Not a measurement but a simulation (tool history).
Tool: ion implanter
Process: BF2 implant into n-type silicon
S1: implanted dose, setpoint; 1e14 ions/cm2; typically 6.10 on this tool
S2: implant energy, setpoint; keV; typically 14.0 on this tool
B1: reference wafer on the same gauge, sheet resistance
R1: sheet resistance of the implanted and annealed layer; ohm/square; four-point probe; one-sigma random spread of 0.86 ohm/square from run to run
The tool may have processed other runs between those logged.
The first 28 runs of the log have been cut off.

run 29 hour=655.0 | S1=4.97 S2=11.0 | B1=238.90 | R1=308.59
run 30 hour=676.0 | S1=7.09 S2=9.5 | B1=239.01 | R1=278.97
run 31 hour=693.9 | S1=6.10 S2=14.0 | B1=238.86 | R1=254.51
run 32 hour=715.1 | S1=5.52 S2=11.5 | B1=239.23 | R1=286.14
run 33 hour=743.3 | S1=5.21 S2=12.0 | B1=238.96 | R1=291.71
run 34 hour=772.3 | S1=6.10 S2=14.0 | B1=239.16 | R1=257.13
run 35 hour=826.9 | S1=4.46 S2=16.5 | B1=238.97 | R1=296.07
run 36 hour=859.9 | S1=7.52 S2=14.0 | B1=238.96 | R1=235.56

Branching from run 36: 5 alternative next runs. What would each branch give?
run A hour=860.3 | S1=4.73 S2=14.0 | B1=? | R1=?
run B hour=860.3 | S1=4.56 S2=14.0 | B1=? | R1=?
run C hour=860.3 | S1=7.51 S2=17.0 | B1=? | R1=?
run D hour=860.3 | S1=7.24 S2=10.0 | B1=? | R1=?
run E hour=860.3 | S1=6.10 S2=12.5 | B1=? | R1=?

run=A B1=238.87 R1=297.91
run=B B1=238.87 R1=304.87
run=C B1=238.87 R1=218.53
run=D B1=238.87 R1=271.91
run=E B1=238.87 R1=268.69
What these runs would have given with no unlogged condition in the tool:
run=A R1=296.50
run=B R1=303.39
run=C R1=217.80
run=D R1=271.11
run=E R1=267.72
